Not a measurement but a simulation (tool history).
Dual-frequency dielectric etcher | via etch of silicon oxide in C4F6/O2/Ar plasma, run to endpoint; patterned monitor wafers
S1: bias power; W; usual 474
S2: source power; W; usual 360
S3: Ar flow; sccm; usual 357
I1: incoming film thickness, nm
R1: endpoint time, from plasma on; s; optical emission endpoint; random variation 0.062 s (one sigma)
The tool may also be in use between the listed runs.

| run | hour | S1 | S2 | S3 | I1 | R1 |
|---|---|---|---|---|---|---|
| 1 | 0.0 | 474 | 360 | 357 | 90.8 | 19.8 |
| 2 | 12.8 | 474 | 360 | 357 | 90.7 | 19.8 |
| 3 | 29.5 | 474 | 360 | 357 | 90.6 | 19.8 |
| 4 | 43.1 | 474 | 360 | 357 | 90.3 | 19.6 |
| 5 | 51.0 | 474 | 360 | 357 | 90.0 | 19.7 |
| 6 | 67.1 | 474 | 360 | 357 | 90.0 | 19.5 |
| 7 | 73.9 | 474 | 360 | 357 | 90.2 | 19.7 |
| 8 | 84.6 | 474 | 300 | 357 | 90.3 | 21.2 |
| 9 | 93.7 | 474 | 380 | 357 | 90.0 | 19.1 |
|  | 127.2 | bias power generator calibrated |
|  | 133.5 | Ar flow controller replaced |
|  | 133.7 | source power generator calibrated |
| 10 | 141.4 | 474 | 380 | 357 | 90.4 | 19.2 |
|  | 165.4 | wet clean of the chamber |
|  | 178.3 | upper electrode replaced |
| 11 | 178.8 | 474 | 360 | 357 | 88.9 | 20.1 |

Forecast run 12:
| 12 | 179.1 | 474 | 360 | 357 | 90.4 | ? |

R1: 20.4 s
Without the tool's hidden state the same run would have given R1 20.6 s.
